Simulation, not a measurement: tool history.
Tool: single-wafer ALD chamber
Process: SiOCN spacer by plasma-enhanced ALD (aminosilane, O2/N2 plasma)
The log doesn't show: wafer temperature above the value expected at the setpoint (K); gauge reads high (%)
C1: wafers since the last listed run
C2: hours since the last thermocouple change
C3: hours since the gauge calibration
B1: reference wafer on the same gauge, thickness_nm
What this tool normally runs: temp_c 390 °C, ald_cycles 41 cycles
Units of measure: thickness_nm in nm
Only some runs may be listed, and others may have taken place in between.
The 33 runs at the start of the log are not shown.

{"run": 34, "day": 78.808, "temp_c": 396, "ald_cycles": 38, "C1": 182, "C2": 1092.5, "C3": 857.5, "B1": 2.38, "thickness_nm": 2.491}
{"run": 35, "day": 79.846, "temp_c": 404, "ald_cycles": 48, "C1": 187, "C2": 1117.4, "C3": 882.4, "B1": 2.38, "thickness_nm": 3.098}
{"run": 36, "day": 81.921, "temp_c": 390, "ald_cycles": 43, "C1": 375, "C2": 1167.2, "C3": 932.2, "B1": 2.381, "thickness_nm": 2.809}
{"run": 37, "day": 84.383, "temp_c": 402, "ald_cycles": 48, "C1": 445, "C2": 1226.3, "C3": 991.3, "B1": 2.384, "thickness_nm": 3.123}
{"day": 85.017, "done": "thermocouple changed; heater temperature recalibrated"}
{"run": 38, "day": 92.254, "temp_c": 382, "ald_cycles": 38, "C1": 1362, "C2": 173.7, "C3": 1180.2, "B1": 2.381, "thickness_nm": 2.486}
{"run": 39, "day": 94.667, "temp_c": 402, "ald_cycles": 48, "C1": 436, "C2": 231.6, "C3": 1238.1, "B1": 2.381, "thickness_nm": 3.119}
{"run": 40, "day": 97.433, "temp_c": 385, "ald_cycles": 36, "C1": 500, "C2": 298, "C3": 1304.5, "B1": 2.379, "thickness_nm": 2.361}
{"run": 41, "day": 99.075, "temp_c": 394, "ald_cycles": 39, "C1": 296, "C2": 337.4, "C3": 1343.9, "B1": 2.383, "thickness_nm": 2.561}
{"run": 42, "day": 101.583, "temp_c": 400, "ald_cycles": 41, "C1": 453, "C2": 397.6, "C3": 1404.1, "B1": 2.382, "thickness_nm": 2.674}
{"run": 43, "day": 110.267, "temp_c": 377, "ald_cycles": 41, "C1": 1569, "C2": 606, "C3": 1612.5, "B1": 2.382, "thickness_nm": 2.686}

Branching from run 43: 4 alternative next runs. What would each branch give?
{"run": "A", "day": 110.288, "temp_c": 380, "ald_cycles": 41, "C1": 3, "C2": 606.5, "C3": 1613, "B1": "?", "thickness_nm": "?"}
{"run": "B", "day": 110.288, "temp_c": 395, "ald_cycles": 47, "C1": 3, "C2": 606.5, "C3": 1613, "B1": "?", "thickness_nm": "?"}
{"run": "C", "day": 110.288, "temp_c": 384, "ald_cycles": 34, "C1": 3, "C2": 606.5, "C3": 1613, "B1": "?", "thickness_nm": "?"}
{"run": "D", "day": 110.288, "temp_c": 402, "ald_cycles": 45, "C1": 3, "C2": 606.5, "C3": 1613, "B1": "?", "thickness_nm": "?"}

run=A B1=2.379 thickness_nm=2.701
run=B B1=2.379 thickness_nm=3.096
run=C B1=2.379 thickness_nm=2.24
run=D B1=2.379 thickness_nm=2.932
With no hidden state in the tool, these same runs would have given:
run=A thickness_nm=2.701
run=B thickness_nm=3.096
run=C thickness_nm=2.24
run=D thickness_nm=2.932

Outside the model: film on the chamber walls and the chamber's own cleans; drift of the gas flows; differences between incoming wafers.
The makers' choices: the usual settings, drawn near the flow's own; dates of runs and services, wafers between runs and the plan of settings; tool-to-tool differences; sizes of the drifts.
